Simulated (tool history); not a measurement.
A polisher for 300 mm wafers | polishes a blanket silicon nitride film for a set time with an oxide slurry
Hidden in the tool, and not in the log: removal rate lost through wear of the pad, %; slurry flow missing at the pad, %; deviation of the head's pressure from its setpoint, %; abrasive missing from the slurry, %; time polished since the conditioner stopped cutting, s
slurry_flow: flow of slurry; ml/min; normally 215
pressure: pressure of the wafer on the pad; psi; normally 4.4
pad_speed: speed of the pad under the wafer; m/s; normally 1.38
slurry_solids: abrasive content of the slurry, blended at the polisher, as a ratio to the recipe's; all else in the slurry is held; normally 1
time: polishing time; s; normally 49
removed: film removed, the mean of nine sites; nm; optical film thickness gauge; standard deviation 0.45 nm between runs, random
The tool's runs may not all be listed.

run	hour	slurry_flow	pressure	pad_speed	slurry_solids	time	wafers since the last listed run	wafers polished on this pad	hours since the slurry nozzle was cleaned	hours since the head pressure was calibrated	hours since the slurry blender was calibrated	hours since the conditioning disc was replaced	incoming thickness of the incoming film, nm	removed
1	0	215	4.4	1	1	49	0	1008	220.2	751.7	23.3	118.8	309.4	36.4
2	31.8	215	4.4	1.38	1	49	400	1409	252	783.5	55.1	150.6	312.3	44.3
# hour 85: head pressure recalibrated
# hour 128.8: conditioning disc replaced and pad reconditioned
3	133.2	215	5.2	1.38	1.15	49	1225	2634	353.4	48.2	156.5	4.4	314.9	51.8
# hour 139.9: slurry nozzle cleaned
4	148.2	175	5.6	1.38	1	36	176	2811	8.3	63.2	171.5	19.4	307.1	40.5
5	174.5	260	4.4	1.62	1	49	330	3141	34.6	89.5	197.8	45.7	310	50.9
# hour 195.2: worn pad replaced by a new one
6	201.1	190	5.3	1.38	1	61	284	74	61.2	116.1	224.4	72.3	314.3	66.1
7	216.4	215	4.4	1.38	1	38	192	267	76.5	131.4	239.7	87.6	310.2	34.8
8	286.2	215	4.4	1.38	0.75	63	878	1145	146.3	201.2	309.5	157.4	307.2	50.3
9	307.1	250	4.4	1.38	0.85	49	263	1408	167.2	222.1	330.4	178.3	312.3	41.1
10	322.8	215	4.4	1.38	1	39	197	1606	182.9	237.8	346.1	194	307.2	35.1
11	351.2	180	4.4	1.38	1	64	357	1963	211.3	266.2	374.5	222.4	311	56.6
# hour 372.8: conditioning disc replaced and pad reconditioned
12	383.3	215	5.1	1.38	1	49	378	2342	243.4	298.3	406.6	10.5	310.7	51.3
13	408.1	215	4.4	1.38	1	39	312	2654	268.2	323.1	431.4	35.3	311.8	35
# hour 416.7: slurry blender recalibrated
14	437.7	215	4.4	1.38	1	49	347	3001	297.8	352.7	21	64.9	310.6	43
# hour 442.9: worn pad replaced by a new one
15	470.2	215	4.4	1.38	1	39	358	344	330.3	385.2	53.5	97.4	311	34.4
16	489.9	215	5.2	1.38	1.15	49	247	592	350	404.9	73.2	117.1	306.2	52.5
# hour 498.8: slurry nozzle cleaned
17	502.3	215	3.7	1.38	1.25	49	143	735	3.5	417.3	85.6	129.5	311.5	41.1
18	520.1	215	4.4	0.94	1	32	223	959	21.3	435.1	103.4	147.3	314.3	23.6
19	542.9	265	4.4	1.82	1	49	286	1246	44.1	457.9	126.2	170.1	314.9	54.9
20	562.1	215	4.4	1.02	1	49	241	1488	63.3	477.1	145.4	189.3	308.8	36.8
21	595.7	155	4.4	1.1	0.8	49	422	1910	96.9	510.7	179	222.9	308.9	33.7
# hour 665.3: conditioning disc replaced and pad reconditioned
22	669.5	175	4.4	1.06	1	43	903	2814	170.7	584.5	252.8	4.2	306.2	32.3
23	683.4	215	4.4	1.38	0.9	49	174	2989	184.6	598.4	266.7	18.1	310.8	41.1
# hour 696: worn pad replaced by a new one
24	703.3	215	4.4	1.38	1	49	200	92	204.5	618.3	286.6	38	306	43.7
25	716.4	215	4.4	1.38	1	49	164	257	217.6	631.4	299.7	51.1	308.6	43.1
26	740.8	255	3.5	1.38	0.8	65	307	564	242	655.8	324.1	75.5	308.2	43.3

Subtracting, for every run, the result it would have given without the tool's unlogged condition from the measured result gives the following. The same run-to-run variation enters both numbers; the gauge's scatter may not:
run	removed
1	-0.8
2	-1.4
3	-3.7
4	-0.2
5	-0.2
6	-0.4
7	-0.2
8	-0.5
9	-0.6
10	-0.6
11	-1.3
12	-1.5
13	-1.3
14	-2
15	-2
16	-3.6
17	-0.3
18	-0.1
19	-0.3
20	-0.2
21	-0.3
22	-0.7
23	-0.8
24	-1.1
25	-1.1
26	-1.2

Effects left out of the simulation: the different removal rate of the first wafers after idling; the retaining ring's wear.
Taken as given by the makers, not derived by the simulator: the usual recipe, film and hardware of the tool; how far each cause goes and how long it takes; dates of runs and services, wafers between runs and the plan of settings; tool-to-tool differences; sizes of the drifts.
